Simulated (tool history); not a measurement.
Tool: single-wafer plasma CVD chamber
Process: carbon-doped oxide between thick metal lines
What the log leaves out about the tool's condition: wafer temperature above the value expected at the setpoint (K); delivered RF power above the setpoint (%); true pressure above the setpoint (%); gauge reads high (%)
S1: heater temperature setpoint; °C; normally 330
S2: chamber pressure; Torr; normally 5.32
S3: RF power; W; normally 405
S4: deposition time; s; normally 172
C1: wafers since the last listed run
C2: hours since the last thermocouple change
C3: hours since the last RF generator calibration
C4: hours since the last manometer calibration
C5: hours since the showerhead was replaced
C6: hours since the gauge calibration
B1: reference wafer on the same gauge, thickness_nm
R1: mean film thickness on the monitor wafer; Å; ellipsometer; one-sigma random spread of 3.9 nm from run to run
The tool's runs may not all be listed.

run,hour,S1,S2,S3,S4,C1,C2,C3,C4,C5,C6,B1,R1
1,0.0,330,5.32,405,172,0,1228.7,1710.6,168.5,5576.8,2186.4,956.722,8105.93
2,68.1,330,5.32,405,172,655,1296.8,1778.7,236.6,5644.9,2254.5,954.948,8123.25
# hour 105.5: RF generator calibrated
3,135.8,330,5.32,405,172,574,1364.5,30.3,304.3,5712.6,2322.2,957.487,8417.30
4,200.6,330,5.32,405,172,623,1429.3,95.1,369.1,5777.4,2387.0,956.592,8450.39
5,246.4,330,5.32,405,172,440,1475.1,140.9,414.9,5823.2,2432.8,956.885,8428.43
6,328.9,330,5.32,405,172,794,1557.6,223.4,497.4,5905.7,2515.3,954.651,8430.86
7,377.8,324,5.32,405,172,470,1606.5,272.3,546.3,5954.6,2564.2,956.409,8594.84
# hour 446.3: gauge calibrated
8,479.1,324,5.32,405,172,975,1707.8,373.6,647.6,6055.9,32.8,955.259,8630.37
9,526.1,330,5.32,405,172,452,1754.8,420.6,694.6,6102.9,79.8,954.851,8368.95
10,601.5,330,5.32,405,172,725,1830.2,496.0,770.0,6178.3,155.2,956.044,8435.40
# hour 754.3: thermocouple changed; heater temperature recalibrated
# hour 862.5: capacitance manometer re-zeroed and calibrated
11,867.9,330,6.13,405,172,2410,113.6,762.4,5.4,6444.7,421.6,957.241,8424.25
12,973.9,330,5.32,340,196,1020,219.6,868.4,111.4,6550.7,527.6,956.259,8717.63
13,1022.5,323,5.89,405,140,467,268.2,917.0,160.0,6599.3,576.2,954.163,7054.72
14,1122.6,330,5.32,445,158,963,368.3,1017.1,260.1,6699.4,676.3,955.104,7970.54
15,1196.6,338,5.32,370,172,712,442.3,1091.1,334.1,6773.4,750.3,952.937,7677.94
16,1241.5,330,5.32,405,172,432,487.2,1136.0,379.0,6818.3,795.2,956.327,8224.65
17,1302.5,330,5.32,405,172,587,548.2,1197.0,440.0,6879.3,856.2,955.505,8253.60
18,1398.4,335,5.32,355,158,923,644.1,1292.9,535.9,6975.2,952.1,956.038,6981.65
19,1463.8,330,5.32,355,139,629,709.5,1358.3,601.3,7040.6,1017.5,955.724,6275.89
# hour 1513.0: showerhead replaced
20,1532.3,316,4.80,455,141,582,778.0,1426.8,669.8,19.3,1086.0,955.004,7448.92
21,1576.1,330,5.32,405,172,421,821.8,1470.6,713.6,63.1,1129.8,957.542,8216.63
22,1636.8,318,6.54,365,181,584,882.5,1531.3,774.3,123.8,1190.5,954.828,8686.40
23,1690.4,330,5.85,405,172,515,936.1,1584.9,827.9,177.4,1244.1,957.251,8213.44
# hour 1739.1: RF generator calibrated
24,1740.6,316,5.81,380,172,406,986.3,1.5,878.1,227.6,1294.3,955.207,8762.11
# hour 1802.2: capacitance manometer re-zeroed and calibrated
25,1820.2,337,5.32,405,185,689,1065.9,81.1,18.0,307.2,1373.9,956.651,8878.21
26,1921.6,330,4.48,360,172,975,1167.3,182.5,119.4,408.6,1475.3,957.935,7814.48
27,2010.6,330,4.02,405,156,856,1256.3,271.5,208.4,497.6,1564.3,956.481,7398.98
28,2087.0,330,6.22,405,172,735,1332.7,347.9,284.8,574.0,1640.7,955.587,8472.45
29,2142.5,330,5.32,405,172,534,1388.2,403.4,340.3,629.5,1696.2,954.142,8322.96

3 ways to go on from here, each from the tool as it stands after run 29. What would each give?
A,2142.9,330,5.32,405,172,3,1388.6,403.8,340.7,629.9,1696.6,?,?
B,2142.9,324,5.94,450,192,3,1388.6,403.8,340.7,629.9,1696.6,?,?
C,2142.9,321,4.00,360,158,3,1388.6,403.8,340.7,629.9,1696.6,?,?

run,B1,R1
A,956.858,8353.41
B,956.858,10129.47
C,956.858,7310.15
Stripped of hidden state, with their random variation kept, the same runs would have yielded:
run,R1
A,8469.28
B,10269.96
C,7416.02

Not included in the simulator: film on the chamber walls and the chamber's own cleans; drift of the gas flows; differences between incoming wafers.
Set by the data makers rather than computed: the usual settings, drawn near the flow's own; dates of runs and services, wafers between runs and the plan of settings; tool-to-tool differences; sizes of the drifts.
